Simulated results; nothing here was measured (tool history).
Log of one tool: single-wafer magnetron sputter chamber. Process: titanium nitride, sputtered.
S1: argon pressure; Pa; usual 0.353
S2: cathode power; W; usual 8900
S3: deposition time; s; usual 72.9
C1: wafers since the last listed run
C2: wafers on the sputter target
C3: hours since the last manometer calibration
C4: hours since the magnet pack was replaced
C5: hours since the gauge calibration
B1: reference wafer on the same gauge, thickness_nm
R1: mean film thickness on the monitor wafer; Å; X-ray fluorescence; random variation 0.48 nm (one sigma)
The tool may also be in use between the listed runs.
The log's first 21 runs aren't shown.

{"run": 22, "day": 22.038, "S1": 0.23, "S2": 9650, "S3": 69, "C1": 414, "C2": 8305, "C3": 165.2, "C4": 46.7, "C5": 284.3, "B1": 126.062, "R1": 1243.13}
{"day": 23.583, "done": "sputter target and shields replaced"}
{"run": 23, "day": 23.604, "S1": 0.444, "S2": 10250, "S3": 72.9, "C1": 377, "C2": 6, "C3": 202.8, "C4": 84.3, "C5": 321.9, "B1": 125.834, "R1": 1303.34}
{"run": 24, "day": 24.242, "S1": 0.229, "S2": 7650, "S3": 64.2, "C1": 195, "C2": 201, "C3": 218.1, "C4": 99.6, "C5": 337.2, "B1": 126.057, "R1": 983.65}
{"run": 25, "day": 24.771, "S1": 0.243, "S2": 8900, "S3": 72.9, "C1": 161, "C2": 363, "C3": 230.8, "C4": 112.3, "C5": 349.9, "B1": 126.067, "R1": 1253.13}
{"run": 26, "day": 25.938, "S1": 0.353, "S2": 8900, "S3": 81.3, "C1": 357, "C2": 720, "C3": 258.8, "C4": 140.3, "C5": 377.9, "B1": 126.004, "R1": 1344.88}
{"run": 27, "day": 26.775, "S1": 0.293, "S2": 9500, "S3": 68.2, "C1": 256, "C2": 976, "C3": 278.9, "C4": 160.4, "C5": 398, "B1": 126.18, "R1": 1195.83}
{"run": 28, "day": 30.429, "S1": 0.353, "S2": 8900, "S3": 72.9, "C1": 1118, "C2": 2095, "C3": 366.6, "C4": 248.1, "C5": 485.7, "B1": 126.049, "R1": 1189.91}
{"run": 29, "day": 31.175, "S1": 0.445, "S2": 9450, "S3": 59.1, "C1": 228, "C2": 2323, "C3": 384.5, "C4": 266, "C5": 503.6, "B1": 125.872, "R1": 986.94}
{"run": 30, "day": 32.546, "S1": 0.464, "S2": 8900, "S3": 72.9, "C1": 419, "C2": 2743, "C3": 417.4, "C4": 298.9, "C5": 536.5, "B1": 126.02, "R1": 1136.42}
{"run": 31, "day": 33.7, "S1": 0.217, "S2": 9550, "S3": 72.9, "C1": 353, "C2": 3096, "C3": 445.1, "C4": 326.6, "C5": 564.2, "B1": 125.997, "R1": 1327.13}
{"run": 32, "day": 34.85, "S1": 0.425, "S2": 8900, "S3": 65.5, "C1": 351, "C2": 3448, "C3": 472.7, "C4": 354.2, "C5": 591.8, "B1": 126.194, "R1": 1036.19}
{"run": 33, "day": 35.488, "S1": 0.227, "S2": 8900, "S3": 65.4, "C1": 195, "C2": 3643, "C3": 488, "C4": 369.5, "C5": 607.1, "B1": 125.876, "R1": 1121.55}
{"run": 34, "day": 36.179, "S1": 0.479, "S2": 7050, "S3": 77.3, "C1": 211, "C2": 3855, "C3": 504.6, "C4": 386.1, "C5": 623.7, "B1": 126.026, "R1": 991.55}
{"run": 35, "day": 37.242, "S1": 0.469, "S2": 9550, "S3": 72.9, "C1": 325, "C2": 4180, "C3": 530.1, "C4": 411.6, "C5": 649.2, "B1": 126.094, "R1": 1200.8}
{"run": 36, "day": 37.912, "S1": 0.258, "S2": 8900, "S3": 72.9, "C1": 205, "C2": 4385, "C3": 546.2, "C4": 427.7, "C5": 665.3, "B1": 126.037, "R1": 1237.32}

3 ways to go on from here, each from the tool as it stands after run 36. What would each give?
{"run": "A", "day": 37.929, "S1": 0.353, "S2": 8900, "S3": 72.9, "C1": 5, "C2": 4390, "C3": 546.6, "C4": 428.1, "C5": 665.7, "B1": "?", "R1": "?"}
{"run": "B", "day": 37.929, "S1": 0.299, "S2": 8100, "S3": 66.9, "C1": 5, "C2": 4390, "C3": 546.6, "C4": 428.1, "C5": 665.7, "B1": "?", "R1": "?"}
{"run": "C", "day": 37.929, "S1": 0.403, "S2": 8900, "S3": 72.9, "C1": 5, "C2": 4390, "C3": 546.6, "C4": 428.1, "C5": 665.7, "B1": "?", "R1": "?"}

run=A B1=126.039 R1=1189.34
run=B B1=126.039 R1=1031.88
run=C B1=126.039 R1=1167.01
Without the tool's hidden state the same runs would have given:
run=A R1=1201.16
run=B R1=1042.14
run=C R1=1178.61
